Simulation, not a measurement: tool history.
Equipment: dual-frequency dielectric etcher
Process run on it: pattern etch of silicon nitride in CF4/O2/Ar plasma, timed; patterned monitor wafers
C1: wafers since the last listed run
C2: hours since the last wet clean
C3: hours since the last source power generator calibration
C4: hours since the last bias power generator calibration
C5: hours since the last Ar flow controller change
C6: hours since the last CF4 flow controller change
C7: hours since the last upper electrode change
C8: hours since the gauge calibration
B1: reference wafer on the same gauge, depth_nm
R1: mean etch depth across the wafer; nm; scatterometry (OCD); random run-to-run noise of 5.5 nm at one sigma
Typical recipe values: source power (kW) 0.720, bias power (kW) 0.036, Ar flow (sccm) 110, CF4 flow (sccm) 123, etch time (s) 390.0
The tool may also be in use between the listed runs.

{"run": 1, "day": 0.0, "source power (kW)": 0.72, "bias power (kW)": 0.036, "Ar flow (sccm)": 110, "CF4 flow (sccm)": 123, "etch time (s)": 390.0, "C1": 0, "C2": 184.5, "C3": 1860.2, "C4": 60.3, "C5": 5292.9, "C6": 3207.3, "C7": 3588.1, "C8": 852.8, "B1": 1114.6, "R1": 905.9}
{"run": 2, "day": 2.812, "source power (kW)": 0.72, "bias power (kW)": 0.036, "Ar flow (sccm)": 110, "CF4 flow (sccm)": 123, "etch time (s)": 323.5, "C1": 316, "C2": 252.0, "C3": 1927.7, "C4": 127.8, "C5": 5360.4, "C6": 3274.8, "C7": 3655.6, "C8": 920.3, "B1": 1112.5, "R1": 755.6}
{"run": 3, "day": 6.825, "source power (kW)": 0.72, "bias power (kW)": 0.036, "Ar flow (sccm)": 110, "CF4 flow (sccm)": 123, "etch time (s)": 323.5, "C1": 451, "C2": 348.3, "C3": 2024.0, "C4": 224.1, "C5": 5456.7, "C6": 3371.1, "C7": 3751.9, "C8": 1016.6, "B1": 1115.1, "R1": 756.6}
{"run": 4, "day": 9.112, "source power (kW)": 0.72, "bias power (kW)": 0.036, "Ar flow (sccm)": 110, "CF4 flow (sccm)": 104, "etch time (s)": 390.0, "C1": 257, "C2": 403.2, "C3": 2078.9, "C4": 279.0, "C5": 5511.6, "C6": 3426.0, "C7": 3806.8, "C8": 1071.5, "B1": 1115.4, "R1": 873.4}
{"run": 5, "day": 12.325, "source power (kW)": 0.72, "bias power (kW)": 0.036, "Ar flow (sccm)": 110, "CF4 flow (sccm)": 123, "etch time (s)": 390.0, "C1": 361, "C2": 480.3, "C3": 2156.0, "C4": 356.1, "C5": 5588.7, "C6": 3503.1, "C7": 3883.9, "C8": 1148.6, "B1": 1114.4, "R1": 905.1}
{"day": 14.154, "done": "wet clean of the chamber"}
{"day": 15.512, "done": "CF4 flow controller replaced"}
{"run": 6, "day": 15.746, "source power (kW)": 0.72, "bias power (kW)": 0.036, "Ar flow (sccm)": 110, "CF4 flow (sccm)": 123, "etch time (s)": 390.0, "C1": 244, "C2": 38.2, "C3": 2238.1, "C4": 438.2, "C5": 5670.8, "C6": 5.6, "C7": 3966.0, "C8": 1230.7, "B1": 1114.5, "R1": 911.2}
{"run": 7, "day": 17.583, "source power (kW)": 0.72, "bias power (kW)": 0.036, "Ar flow (sccm)": 110, "CF4 flow (sccm)": 105, "etch time (s)": 390.0, "C1": 206, "C2": 82.3, "C3": 2282.2, "C4": 482.3, "C5": 5714.9, "C6": 49.7, "C7": 4010.1, "C8": 1274.8, "B1": 1114.2, "R1": 879.6}
{"day": 20.525, "done": "Ar flow controller replaced"}
{"run": 8, "day": 20.683, "source power (kW)": 0.72, "bias power (kW)": 0.036, "Ar flow (sccm)": 130, "CF4 flow (sccm)": 147, "etch time (s)": 315.5, "C1": 320, "C2": 156.7, "C3": 2356.6, "C4": 556.7, "C5": 3.8, "C6": 124.1, "C7": 4084.5, "C8": 1349.2, "B1": 1114.6, "R1": 736.8}
{"run": 9, "day": 23.425, "source power (kW)": 0.72, "bias power (kW)": 0.036, "Ar flow (sccm)": 110, "CF4 flow (sccm)": 142, "etch time (s)": 390.0, "C1": 308, "C2": 222.5, "C3": 2422.4, "C4": 622.5, "C5": 69.6, "C6": 189.9, "C7": 4150.3, "C8": 1415.0, "B1": 1114.1, "R1": 925.1}
{"run": 10, "day": 25.533, "source power (kW)": 0.72, "bias power (kW)": 0.036, "Ar flow (sccm)": 110, "CF4 flow (sccm)": 123, "etch time (s)": 390.0, "C1": 237, "C2": 273.1, "C3": 2473.0, "C4": 673.1, "C5": 120.2, "C6": 240.5, "C7": 4200.9, "C8": 1465.6, "B1": 1114.2, "R1": 911.0}
{"day": 29.429, "done": "upper electrode replaced"}
{"run": 11, "day": 29.646, "source power (kW)": 0.78, "bias power (kW)": 0.036, "Ar flow (sccm)": 100, "CF4 flow (sccm)": 142, "etch time (s)": 390.0, "C1": 350, "C2": 371.8, "C3": 2571.7, "C4": 771.8, "C5": 218.9, "C6": 339.2, "C7": 5.2, "C8": 1564.3, "B1": 1113.2, "R1": 984.2}
{"day": 29.825, "done": "gauge calibrated"}
{"run": 12, "day": 33.817, "source power (kW)": 0.72, "bias power (kW)": 0.036, "Ar flow (sccm)": 110, "CF4 flow (sccm)": 148, "etch time (s)": 390.0, "C1": 469, "C2": 471.9, "C3": 2671.8, "C4": 871.9, "C5": 319.0, "C6": 439.3, "C7": 105.3, "C8": 95.8, "B1": 1113.8, "R1": 918.4}
{"run": 13, "day": 35.454, "source power (kW)": 0.72, "bias power (kW)": 0.036, "Ar flow (sccm)": 110, "CF4 flow (sccm)": 104, "etch time (s)": 390.0, "C1": 184, "C2": 511.2, "C3": 2711.1, "C4": 911.2, "C5": 358.3, "C6": 478.6, "C7": 144.6, "C8": 135.1, "B1": 1113.4, "R1": 881.8}
{"day": 36.5, "done": "wet clean of the chamber"}
{"run": 14, "day": 37.388, "source power (kW)": 0.72, "bias power (kW)": 0.036, "Ar flow (sccm)": 95, "CF4 flow (sccm)": 123, "etch time (s)": 390.0, "C1": 105, "C2": 21.3, "C3": 2757.5, "C4": 957.6, "C5": 404.7, "C6": 525.0, "C7": 191.0, "C8": 181.5, "B1": 1113.7, "R1": 924.8}
{"day": 38.429, "done": "source power generator calibrated"}
{"run": 15, "day": 38.933, "source power (kW)": 0.72, "bias power (kW)": 0.036, "Ar flow (sccm)": 120, "CF4 flow (sccm)": 123, "etch time (s)": 295.0, "C1": 155, "C2": 58.4, "C3": 12.1, "C4": 994.7, "C5": 441.8, "C6": 562.1, "C7": 228.1, "C8": 218.6, "B1": 1112.8, "R1": 703.7}
{"run": 16, "day": 40.958, "source power (kW)": 0.72, "bias power (kW)": 0.036, "Ar flow (sccm)": 110, "CF4 flow (sccm)": 123, "etch time (s)": 419.5, "C1": 227, "C2": 107.0, "C3": 60.7, "C4": 1043.3, "C5": 490.4, "C6": 610.7, "C7": 276.7, "C8": 267.2, "B1": 1112.9, "R1": 1015.5}
{"run": 17, "day": 44.625, "source power (kW)": 0.72, "bias power (kW)": 0.044, "Ar flow (sccm)": 100, "CF4 flow (sccm)": 109, "etch time (s)": 357.5, "C1": 412, "C2": 195.0, "C3": 148.7, "C4": 1131.3, "C5": 578.4, "C6": 698.7, "C7": 364.7, "C8": 355.2, "B1": 1115.0, "R1": 892.3}
{"run": 18, "day": 46.546, "source power (kW)": 0.72, "bias power (kW)": 0.036, "Ar flow (sccm)": 110, "CF4 flow (sccm)": 123, "etch time (s)": 390.0, "C1": 216, "C2": 241.1, "C3": 194.8, "C4": 1177.4, "C5": 624.5, "C6": 744.8, "C7": 410.8, "C8": 401.3, "B1": 1113.9, "R1": 935.0}
{"run": 19, "day": 49.067, "source power (kW)": 0.72, "bias power (kW)": 0.029, "Ar flow (sccm)": 110, "CF4 flow (sccm)": 92, "etch time (s)": 390.0, "C1": 283, "C2": 301.6, "C3": 255.3, "C4": 1237.9, "C5": 685.0, "C6": 805.3, "C7": 471.3, "C8": 461.8, "B1": 1113.8, "R1": 851.8}
{"run": 20, "day": 53.25, "source power (kW)": 0.72, "bias power (kW)": 0.036, "Ar flow (sccm)": 110, "CF4 flow (sccm)": 123, "etch time (s)": 390.0, "C1": 470, "C2": 402.0, "C3": 355.7, "C4": 1338.3, "C5": 785.4, "C6": 905.7, "C7": 571.7, "C8": 562.2, "B1": 1112.2, "R1": 927.8}
{"day": 55.462, "done": "wet clean of the chamber"}
{"run": 21, "day": 56.412, "source power (kW)": 0.62, "bias power (kW)": 0.038, "Ar flow (sccm)": 129, "CF4 flow (sccm)": 123, "etch time (s)": 358.5, "C1": 243, "C2": 22.8, "C3": 431.6, "C4": 1414.2, "C5": 861.3, "C6": 981.6, "C7": 647.6, "C8": 638.1, "B1": 1113.6, "R1": 764.2}
{"run": 22, "day": 58.162, "source power (kW)": 0.72, "bias power (kW)": 0.036, "Ar flow (sccm)": 110, "CF4 flow (sccm)": 123, "etch time (s)": 390.0, "C1": 196, "C2": 64.8, "C3": 473.6, "C4": 1456.2, "C5": 903.3, "C6": 1023.6, "C7": 689.6, "C8": 680.1, "B1": 1113.4, "R1": 931.3}

Each row is a separate what-if for the run after 22, all from the same tool condition, not one after another. Results?
{"run": "A", "day": 58.183, "source power (kW)": 0.72, "bias power (kW)": 0.036, "Ar flow (sccm)": 84, "CF4 flow (sccm)": 123, "etch time (s)": 390.0, "C1": 2, "C2": 65.3, "C3": 474.1, "C4": 1456.7, "C5": 903.8, "C6": 1024.1, "C7": 690.1, "C8": 680.6, "B1": "?", "R1": "?"}
{"run": "B", "day": 58.183, "source power (kW)": 0.86, "bias power (kW)": 0.03, "Ar flow (sccm)": 110, "CF4 flow (sccm)": 123, "etch time (s)": 390.0, "C1": 2, "C2": 65.3, "C3": 474.1, "C4": 1456.7, "C5": 903.8, "C6": 1024.1, "C7": 690.1, "C8": 680.6, "B1": "?", "R1": "?"}
{"run": "C", "day": 58.183, "source power (kW)": 0.72, "bias power (kW)": 0.036, "Ar flow (sccm)": 92, "CF4 flow (sccm)": 123, "etch time (s)": 390.0, "C1": 2, "C2": 65.3, "C3": 474.1, "C4": 1456.7, "C5": 903.8, "C6": 1024.1, "C7": 690.1, "C8": 680.6, "B1": "?", "R1": "?"}

run=A B1=1113.4 R1=968.7
run=B B1=1113.4 R1=1036.0
run=C B1=1113.4 R1=958.2
Had the tool no hidden state, the same runs would have come out as:
run=A R1=976.7
run=B R1=1044.5
run=C R1=966.0
